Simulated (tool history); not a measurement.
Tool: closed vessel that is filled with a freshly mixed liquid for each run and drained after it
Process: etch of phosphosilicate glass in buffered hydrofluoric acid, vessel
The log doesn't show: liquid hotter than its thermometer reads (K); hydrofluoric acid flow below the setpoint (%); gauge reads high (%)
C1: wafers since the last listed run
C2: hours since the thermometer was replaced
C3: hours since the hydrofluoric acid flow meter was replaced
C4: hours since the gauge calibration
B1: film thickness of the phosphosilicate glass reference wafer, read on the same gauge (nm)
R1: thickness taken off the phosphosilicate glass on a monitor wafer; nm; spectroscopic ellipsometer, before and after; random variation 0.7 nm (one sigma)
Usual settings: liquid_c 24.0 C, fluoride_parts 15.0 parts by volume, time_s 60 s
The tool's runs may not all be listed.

{"run": 1, "hour": 0.0, "liquid_c": 24.0, "fluoride_parts": 15.0, "time_s": 60, "C1": 0, "C2": 1719.7, "C3": 2679.6, "C4": 147.3, "B1": 70.03, "R1": 134.6}
{"run": 2, "hour": 14.0, "liquid_c": 24.0, "fluoride_parts": 15.0, "time_s": 60, "C1": 1166, "C2": 1733.7, "C3": 2693.6, "C4": 161.3, "B1": 70.0, "R1": 134.74}
{"run": 3, "hour": 31.8, "liquid_c": 24.0, "fluoride_parts": 15.0, "time_s": 60, "C1": 1482, "C2": 1751.5, "C3": 2711.4, "C4": 179.1, "B1": 70.01, "R1": 134.5}
{"run": 4, "hour": 39.0, "liquid_c": 24.0, "fluoride_parts": 15.0, "time_s": 60, "C1": 599, "C2": 1758.7, "C3": 2718.6, "C4": 186.3, "B1": 69.98, "R1": 136.0}
{"run": 5, "hour": 50.6, "liquid_c": 24.0, "fluoride_parts": 15.0, "time_s": 60, "C1": 966, "C2": 1770.3, "C3": 2730.2, "C4": 197.9, "B1": 70.01, "R1": 134.57}
{"run": 6, "hour": 58.1, "liquid_c": 21.5, "fluoride_parts": 13.5, "time_s": 60, "C1": 624, "C2": 1777.8, "C3": 2737.7, "C4": 205.4, "B1": 69.99, "R1": 130.32}
{"run": 7, "hour": 65.5, "liquid_c": 21.5, "fluoride_parts": 13.5, "time_s": 60, "C1": 616, "C2": 1785.2, "C3": 2745.1, "C4": 212.8, "B1": 69.98, "R1": 130.61}
{"run": 8, "hour": 76.9, "liquid_c": 24.0, "fluoride_parts": 15.0, "time_s": 60, "C1": 949, "C2": 1796.6, "C3": 2756.5, "C4": 224.2, "B1": 70.01, "R1": 134.35}
{"run": 9, "hour": 85.7, "liquid_c": 26.0, "fluoride_parts": 15.0, "time_s": 60, "C1": 733, "C2": 1805.4, "C3": 2765.3, "C4": 233.0, "B1": 69.99, "R1": 149.18}
{"run": 10, "hour": 99.2, "liquid_c": 26.0, "fluoride_parts": 15.0, "time_s": 60, "C1": 1124, "C2": 1818.9, "C3": 2778.8, "C4": 246.5, "B1": 70.0, "R1": 149.02}
{"run": 11, "hour": 108.5, "liquid_c": 26.0, "fluoride_parts": 15.0, "time_s": 60, "C1": 774, "C2": 1828.2, "C3": 2788.1, "C4": 255.8, "B1": 70.0, "R1": 150.29}
{"run": 12, "hour": 121.2, "liquid_c": 28.0, "fluoride_parts": 15.0, "time_s": 85, "C1": 1058, "C2": 1840.9, "C3": 2800.8, "C4": 268.5, "B1": 69.98, "R1": 235.4}
{"hour": 126.8, "done": "hydrofluoric acid flow meter replaced"}
{"run": 13, "hour": 133.3, "liquid_c": 28.0, "fluoride_parts": 15.0, "time_s": 85, "C1": 924, "C2": 1853.0, "C3": 6.5, "C4": 280.6, "B1": 69.99, "R1": 270.99}
{"run": 14, "hour": 144.4, "liquid_c": 24.0, "fluoride_parts": 15.0, "time_s": 60, "C1": 924, "C2": 1864.1, "C3": 17.6, "C4": 291.7, "B1": 70.0, "R1": 153.65}
{"run": 15, "hour": 153.9, "liquid_c": 24.0, "fluoride_parts": 15.0, "time_s": 60, "C1": 791, "C2": 1873.6, "C3": 27.1, "C4": 301.2, "B1": 69.98, "R1": 153.57}
{"run": 16, "hour": 169.0, "liquid_c": 28.5, "fluoride_parts": 15.0, "time_s": 35, "C1": 1257, "C2": 1888.7, "C3": 42.2, "C4": 316.3, "B1": 70.0, "R1": 115.16}
{"hour": 172.4, "done": "thermometer replaced"}
{"run": 17, "hour": 186.3, "liquid_c": 22.0, "fluoride_parts": 19.0, "time_s": 50, "C1": 1357, "C2": 13.9, "C3": 59.5, "C4": 333.6, "B1": 69.99, "R1": 90.41}
{"run": 18, "hour": 202.5, "liquid_c": 21.0, "fluoride_parts": 17.5, "time_s": 50, "C1": 1349, "C2": 30.1, "C3": 75.7, "C4": 349.8, "B1": 70.0, "R1": 93.33}
{"run": 19, "hour": 218.6, "liquid_c": 26.0, "fluoride_parts": 15.0, "time_s": 60, "C1": 1341, "C2": 46.2, "C3": 91.8, "C4": 365.9, "B1": 69.99, "R1": 170.97}
{"run": 20, "hour": 224.8, "liquid_c": 27.5, "fluoride_parts": 19.0, "time_s": 90, "C1": 516, "C2": 52.4, "C3": 98.0, "C4": 372.1, "B1": 69.99, "R1": 220.25}
{"run": 21, "hour": 232.0, "liquid_c": 27.0, "fluoride_parts": 15.0, "time_s": 30, "C1": 599, "C2": 59.6, "C3": 105.2, "C4": 379.3, "B1": 70.0, "R1": 90.26}
{"run": 22, "hour": 247.2, "liquid_c": 21.5, "fluoride_parts": 10.0, "time_s": 60, "C1": 1266, "C2": 74.8, "C3": 120.4, "C4": 394.5, "B1": 70.0, "R1": 198.73}
{"hour": 255.8, "done": "gauge calibrated"}
{"run": 23, "hour": 260.5, "liquid_c": 24.0, "fluoride_parts": 20.5, "time_s": 70, "C1": 1107, "C2": 88.1, "C3": 133.7, "C4": 4.7, "B1": 70.01, "R1": 133.16}
{"run": 24, "hour": 277.3, "liquid_c": 20.0, "fluoride_parts": 20.5, "time_s": 85, "C1": 1399, "C2": 104.9, "C3": 150.5, "C4": 21.5, "B1": 70.01, "R1": 128.87}

Forecast run 25:
{"run": 25, "hour": 286.4, "liquid_c": 19.5, "fluoride_parts": 19.5, "time_s": 85, "C1": 758, "C2": 114.0, "C3": 159.6, "C4": 30.6, "B1": "?", "R1": "?"}

B1: 70.01
R1: 130.10 nm
Without the tool's hidden state the same run would have given R1 132.33 nm.
